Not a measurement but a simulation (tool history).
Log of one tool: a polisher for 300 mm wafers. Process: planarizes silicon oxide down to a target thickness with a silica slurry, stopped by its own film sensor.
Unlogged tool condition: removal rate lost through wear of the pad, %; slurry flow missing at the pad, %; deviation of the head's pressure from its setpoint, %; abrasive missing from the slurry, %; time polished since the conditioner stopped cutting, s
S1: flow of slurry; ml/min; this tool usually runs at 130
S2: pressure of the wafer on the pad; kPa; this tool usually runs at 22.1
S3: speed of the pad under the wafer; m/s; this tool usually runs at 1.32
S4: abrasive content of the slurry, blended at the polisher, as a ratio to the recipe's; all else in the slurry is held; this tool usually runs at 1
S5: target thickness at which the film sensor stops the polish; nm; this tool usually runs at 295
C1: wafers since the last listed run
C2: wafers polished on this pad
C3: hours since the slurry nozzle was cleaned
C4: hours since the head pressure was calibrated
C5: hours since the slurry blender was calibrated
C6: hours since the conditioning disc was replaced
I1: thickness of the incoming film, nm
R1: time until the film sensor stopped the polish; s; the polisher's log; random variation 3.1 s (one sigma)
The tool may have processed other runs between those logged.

run    hour   S1    S2    S3    S4   S5   C1    C2     C3      C4     C5     C6     I1     R1
  1       0  130  19.3  1.32     1  295    0  1965  229.7   767.5     92  220.9  682.3  177.6
  2      31  130  22.1   1.5  1.15  295  327  2292  260.7   798.5    123  251.9  687.6  131.1
  3   101.6  130  22.1  1.32   0.9  295  746  3038  331.3   869.1  193.6  322.5  680.7  161.7
  4   137.4  175  19.3  1.32     1  295  378  3417  367.1   904.9  229.4  358.3    688    177
  5   188.9  130  22.1  1.32  0.75  295  544  3961  418.6   956.4  280.9  409.8    668  183.3
  6   232.5  130  26.2  1.66   0.8  219  460  4422  462.2    1000  324.5  453.4  686.7  158.6
  7   277.5  130  22.1  1.32     1  295  475  4897  507.2    1045  369.5  498.4  681.1  173.2
      280.2  -- conditioning disc replaced and pad reconditioned
        309  -- worn pad replaced by a new one
  8   363.3  155  22.1   1.6     1  389  843   573    593  1130.8  455.3   83.1  685.2   90.3
      365.9  -- slurry blender recalibrated
      402.2  -- slurry nozzle cleaned
  9   416.2  130  22.1  1.32     1  295  527  1100     14  1183.7   50.3    136  686.9  145.8
 10   450.1  130  22.1  1.74     1  371  358  1458   47.9  1217.6   84.2  169.9  688.4   96.6
 11   513.5  130  22.1  0.88  0.75  295  669  2128  111.3    1281  147.6  233.3  683.8  237.2
 12   573.1  120  22.1  1.32     1  295  629  2758  170.9  1340.6  207.2  292.9  689.7  152.2
 13   631.1  130  17.2  1.32     1  295  612  3371  228.9  1398.6  265.2  350.9  692.2  202.2
      645.6  -- head pressure recalibrated
        684  -- conditioning disc replaced and pad reconditioned
 14   694.3  130  22.1  1.32     1  295  625  3997  292.1    48.7  328.4   10.3  680.3  174.2
 15   724.3  130  17.9  1.32   0.9  185  317  4314  322.1    78.7  358.4   40.3  678.3  294.1
      740.1  -- worn pad replaced by a new one
 16   761.8  130  22.1  1.32     1  368  354   229  359.6   116.2  395.9   77.8  676.2  123.9
      763.9  -- slurry blender recalibrated
 17   808.6  130  15.2  1.32     1  332  473   702  406.4     163   44.7  124.6  679.3  205.5
 18     869   90  22.1  1.32  1.25  295  638  1340  466.8   223.4  105.1    185  678.1  157.6
 19   899.4  130  22.1  1.64     1  295  321  1662  497.2   253.8  135.5  215.4  680.7  132.9
 20   970.6  130  22.1  1.32     1  295  752  2414  568.4     325  206.7  286.6  677.1    159
 21   995.5  130  22.1  1.32     1  295  263  2677  593.3   349.9  231.6  311.5  671.5  154.8
      997.8  -- slurry nozzle cleaned
 22  1063.8  130  22.1  1.32     1  295  711  3388     66   418.2  299.9  379.8  669.5  159.4
 23  1118.1  130  22.1  1.32     1  295  573  3962  120.3   472.5  354.2  434.1  674.8    163
 24  1178.8   90  22.1  1.32     1  408  641  4604    181   533.2  414.9  494.8  673.3  131.7
       1191  -- conditioning disc replaced and pad reconditioned
 25  1203.7  130  22.1  1.32     1  295  241  4846  205.9   558.1  439.8   12.7  685.5  180.6
     1210.1  -- worn pad replaced by a new one
 26  1241.1  130  22.1  1.74  0.75  295  352   327  243.3   595.5  477.2   50.1  670.8  141.9

3 options for the next run, each taken on its own from the tool as it stands now. Forecast them:
  A  1241.6  130  22.1  1.32   1  295   5  332  243.8  596  477.7  50.6  664.4   ?
  B  1241.6  130  22.1  1.32   1  356   5  332  243.8  596  477.7  50.6  664.4   ?
  C  1241.6  130  26.9  1.32   1  295   5  332  243.8  596  477.7  50.6  664.4   ?

run     R1
  A  142.8
  B  119.3
  C  117.2
With no hidden state in the tool, these same runs would have given:
run     R1
  A  148.9
  B  124.3
  C  122.2

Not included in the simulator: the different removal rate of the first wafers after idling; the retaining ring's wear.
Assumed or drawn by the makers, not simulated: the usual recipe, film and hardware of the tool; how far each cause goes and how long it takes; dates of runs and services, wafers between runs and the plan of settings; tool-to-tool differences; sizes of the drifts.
